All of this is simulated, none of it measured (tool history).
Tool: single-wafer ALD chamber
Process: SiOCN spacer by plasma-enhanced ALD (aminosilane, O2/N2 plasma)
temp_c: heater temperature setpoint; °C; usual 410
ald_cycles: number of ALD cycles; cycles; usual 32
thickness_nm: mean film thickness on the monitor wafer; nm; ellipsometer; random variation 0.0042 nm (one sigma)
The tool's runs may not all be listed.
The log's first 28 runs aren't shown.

run    hour  temp_c  ald_cycles  read-back reference wafer on the same gauge, thickness_nm  thickness_nm
 29  2176.8     410          37                                                      1.920         1.859
 30  2272.6     423          29                                                      1.920         1.395
 31  2314.6     422          37                                                      1.920         1.789
 32  2377.6     417          28                                                      1.921         1.379
 33  2462.8     410          32                                                      1.919         1.607
 34  2517.8     403          38                                                      1.921         1.955
 35  2623.5     410          28                                                      1.920         1.405
     2650.9  -- thermocouple changed; heater temperature recalibrated
 36  2710.4     410          38                                                      1.920         1.928
 37  3028.6     401          32                                                      1.919         1.678
 38  3116.5     410          32                                                      1.920         1.621
 39  3189.3     410          32                                                      1.920         1.619

The next listed run, before its measurement:
 40  3231.5     410          32                                                          ?             ?

read-back reference wafer on the same gauge, thickness_nm: 1.920
thickness_nm: 1.625 nm
Without the tool's hidden state the same run would have given thickness_nm 1.627 nm.
